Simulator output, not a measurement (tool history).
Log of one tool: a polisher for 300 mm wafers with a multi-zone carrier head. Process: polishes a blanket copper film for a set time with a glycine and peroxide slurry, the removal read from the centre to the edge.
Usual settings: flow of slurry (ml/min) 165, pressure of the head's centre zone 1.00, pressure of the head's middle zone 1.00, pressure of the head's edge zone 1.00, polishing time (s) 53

run,hour,flow of slurry (ml/min),pressure of the head's centre zone,pressure of the head's middle zone,pressure of the head's edge zone,polishing time (s),"incoming thickness of the incoming film, nm",film removed at the wafer's centre (Å),film removed at mid-radius (Å),film removed at the wafer's edge (Å)
1,0.0,165,0.94,1.00,1.00,53,1423.4,2039,2253,2207
2,99.0,165,0.94,1.00,1.00,53,1400.1,2021,2205,2222
3,171.0,165,0.94,1.00,1.00,53,1413.0,1969,2158,2216
4,210.3,165,1.00,1.00,1.00,53,1436.8,2078,2161,2237
5,300.9,165,1.00,1.00,1.00,53,1389.8,2054,2081,2108
6,340.8,165,1.00,1.00,1.00,53,1409.1,2005,2051,2137
7,420.0,165,0.93,1.00,1.00,53,1416.5,2017,2285,2231
8,522.0,165,1.00,1.00,0.94,53,1431.3,2193,2164,2150
9,599.1,165,1.00,1.00,0.94,53,1431.2,2074,2179,2202
10,681.4,165,1.00,1.00,1.00,53,1437.6,2066,2091,2189
11,763.8,165,1.00,1.00,1.00,53,1421.5,2123,2230,2281
12,803.6,165,1.00,1.00,1.00,53,1401.0,2140,2285,2307
13,882.8,135,1.00,0.95,1.00,53,1425.7,2052,2048,2213
14,951.4,215,1.00,1.00,0.91,35,1429.0,1437,1545,1440
15,988.1,165,1.00,1.00,0.91,38,1414.7,1487,1571,1496
16,1072.1,145,1.00,1.09,1.00,46,1392.7,1908,2046,1925
17,1124.2,165,1.00,1.00,1.00,53,1421.5,2176,2244,2246
18,1164.5,130,1.00,1.00,1.00,53,1401.4,2094,2117,2211
19,1258.0,165,1.00,1.03,0.94,53,1431.6,2103,2257,2196
20,1308.5,165,1.00,1.00,1.00,53,1394.7,2092,2158,2191
21,1370.5,165,0.89,0.96,0.95,41,1432.7,1408,1588,1616
22,1451.9,165,1.00,1.00,1.00,35,1386.9,1465,1461,1478

Not shown: 14 entries that the log had between the listed runs. Between which runs, and how does the tool's hidden state differ before and after?
Between runs 3 and 4: worn pad replaced by a new one (hour 190.9)
  slurry flow missing at the pad, %: 26.5 -> 30.6
  measured less the result without the state, film removed at the wafer's centre (Å): -100 -> -129; film removed at mid-radius (Å): -96 -> -117; film removed at the wafer's edge (Å): -70 -> -86
Between runs 6 and 7: slurry nozzle cleaned (hour 360.4)
  slurry flow missing at the pad, %: 44.5 -> 9.6
  measured less the result without the state, film removed at the wafer's centre (Å): -213 -> -31; film removed at mid-radius (Å): -190 -> -31; film removed at the wafer's edge (Å): -138 -> -23
Between runs 7 and 8: carrier head's membrane replaced by a new one (hour 445.1); edge zone pressure recalibrated (hour 449.6); worn pad replaced by a new one (hour 467.9)
  slurry flow missing at the pad, %: 9.6 -> 20.5
  measured less the result without the state, film removed at the wafer's centre (Å): -31 -> -80; film removed at mid-radius (Å): -31 -> -70; film removed at the wafer's edge (Å): -23 -> -50
Between runs 10 and 11: slurry nozzle cleaned (hour 729.6)
  slurry flow missing at the pad, %: 37.4 -> 6.46
  measured less the result without the state, film removed at the wafer's centre (Å): -168 -> -22; film removed at mid-radius (Å): -149 -> -20; film removed at the wafer's edge (Å): -109 -> -15
Between runs 11 and 12: worn pad replaced by a new one (hour 780.6)
  slurry flow missing at the pad, %: 6.46 -> 10.7
  measured less the result without the state, film removed at the wafer's centre (Å): -22 -> -37; film removed at mid-radius (Å): -20 -> -35; film removed at the wafer's edge (Å): -15 -> -26
Between runs 15 and 16: centre zone pressure recalibrated (hour 1029.2); slurry nozzle cleaned (hour 1066.9)
  slurry flow missing at the pad, %: 30.3 -> 3.4
  measured less the result without the state, film removed at the wafer's centre (Å): -90 -> -11; film removed at mid-radius (Å): -84 -> -10; film removed at the wafer's edge (Å): -57 -> -7
Between runs 16 and 17: worn pad replaced by a new one (hour 1098.2); edge zone pressure recalibrated (hour 1119.9)
  slurry flow missing at the pad, %: 3.4 -> 8.95
  measured less the result without the state, film removed at the wafer's centre (Å): -11 -> -31; film removed at mid-radius (Å): -10 -> -29; film removed at the wafer's edge (Å): -7 -> -20
Between runs 19 and 20: carrier head's membrane replaced by a new one (hour 1306.4)
  slurry flow missing at the pad, %: 23.2 -> 28.5
  measured less the result without the state, film removed at the wafer's centre (Å): -91 -> -118; film removed at mid-radius (Å): -86 -> -106; film removed at the wafer's edge (Å): -59 -> -76
Between runs 21 and 22: worn pad replaced by a new one (hour 1402.7); slurry nozzle cleaned (hour 1410.2)
  slurry flow missing at the pad, %: 35.1 -> 9.72
  measured less the result without the state, film removed at the wafer's centre (Å): -105 -> -23; film removed at mid-radius (Å): -104 -> -20; film removed at the wafer's edge (Å): -74 -> -15
